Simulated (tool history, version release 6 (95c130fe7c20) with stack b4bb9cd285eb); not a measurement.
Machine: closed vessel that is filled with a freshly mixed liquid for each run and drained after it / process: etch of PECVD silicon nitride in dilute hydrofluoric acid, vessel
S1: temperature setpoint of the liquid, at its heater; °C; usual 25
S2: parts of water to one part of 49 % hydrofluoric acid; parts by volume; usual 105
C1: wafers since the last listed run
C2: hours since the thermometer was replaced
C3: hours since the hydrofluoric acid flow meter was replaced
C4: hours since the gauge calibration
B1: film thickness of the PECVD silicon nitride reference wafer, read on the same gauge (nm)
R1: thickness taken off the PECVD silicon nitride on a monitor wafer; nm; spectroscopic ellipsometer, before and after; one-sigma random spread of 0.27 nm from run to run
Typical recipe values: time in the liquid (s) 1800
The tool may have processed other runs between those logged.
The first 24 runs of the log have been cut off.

{"run": 25, "hour": 1188.7, "S1": 25, "S2": 120, "time in the liquid (s)": 1500, "C1": 3251, "C2": 659.8, "C3": 692.3, "C4": 647.1, "B1": 140.01, "R1": 20.18}
{"run": 26, "hour": 1227.8, "S1": 25, "S2": 60, "time in the liquid (s)": 1800, "C1": 2094, "C2": 698.9, "C3": 731.4, "C4": 686.2, "B1": 140, "R1": 48.32}
{"run": 27, "hour": 1281.9, "S1": 29, "S2": 105, "time in the liquid (s)": 1800, "C1": 2898, "C2": 753, "C3": 785.5, "C4": 740.3, "B1": 140, "R1": 35.87}
{"run": 28, "hour": 1329.3, "S1": 25, "S2": 105, "time in the liquid (s)": 1800, "C1": 2539, "C2": 800.4, "C3": 832.9, "C4": 787.7, "B1": 140.02, "R1": 27.47}
{"hour": 1348.5, "done": "thermometer replaced"}
{"run": 29, "hour": 1380.3, "S1": 27, "S2": 75, "time in the liquid (s)": 1520, "C1": 2678, "C2": 31.8, "C3": 883.9, "C4": 838.7, "B1": 140.01, "R1": 36.21}
{"run": 30, "hour": 1414.9, "S1": 22, "S2": 105, "time in the liquid (s)": 845, "C1": 1853, "C2": 66.4, "C3": 918.5, "C4": 873.3, "B1": 139.99, "R1": 10.39}
{"run": 31, "hour": 1464.9, "S1": 29, "S2": 105, "time in the liquid (s)": 2515, "C1": 2678, "C2": 116.4, "C3": 968.5, "C4": 923.3, "B1": 139.99, "R1": 48.8}
{"run": 32, "hour": 1524.1, "S1": 25, "S2": 105, "time in the liquid (s)": 1800, "C1": 3171, "C2": 175.6, "C3": 1027.7, "C4": 982.5, "B1": 140, "R1": 26.87}

Consider 4 possible next runs. They are alternatives, not a sequence: every one starts from the tool as it was left by run 32. What does each give?
{"run": "A", "hour": 1525.3, "S1": 25, "S2": 105, "time in the liquid (s)": 1800, "C1": 64, "C2": 176.8, "C3": 1028.9, "C4": 983.7, "B1": "?", "R1": "?"}
{"run": "B", "hour": 1525.3, "S1": 25, "S2": 105, "time in the liquid (s)": 1025, "C1": 64, "C2": 176.8, "C3": 1028.9, "C4": 983.7, "B1": "?", "R1": "?"}
{"run": "C", "hour": 1525.3, "S1": 25, "S2": 155, "time in the liquid (s)": 1465, "C1": 64, "C2": 176.8, "C3": 1028.9, "C4": 983.7, "B1": "?", "R1": "?"}
{"run": "D", "hour": 1525.3, "S1": 20.5, "S2": 150, "time in the liquid (s)": 2070, "C1": 64, "C2": 176.8, "C3": 1028.9, "C4": 983.7, "B1": "?", "R1": "?"}

run=A B1=140 R1=26.95
run=B B1=140 R1=15.35
run=C B1=140 R1=14.9
run=D B1=140 R1=16.24
What these runs would have given with no unlogged condition in the tool:
run=A R1=29.19
run=B R1=16.62
run=C R1=16.14
run=D R1=17.57
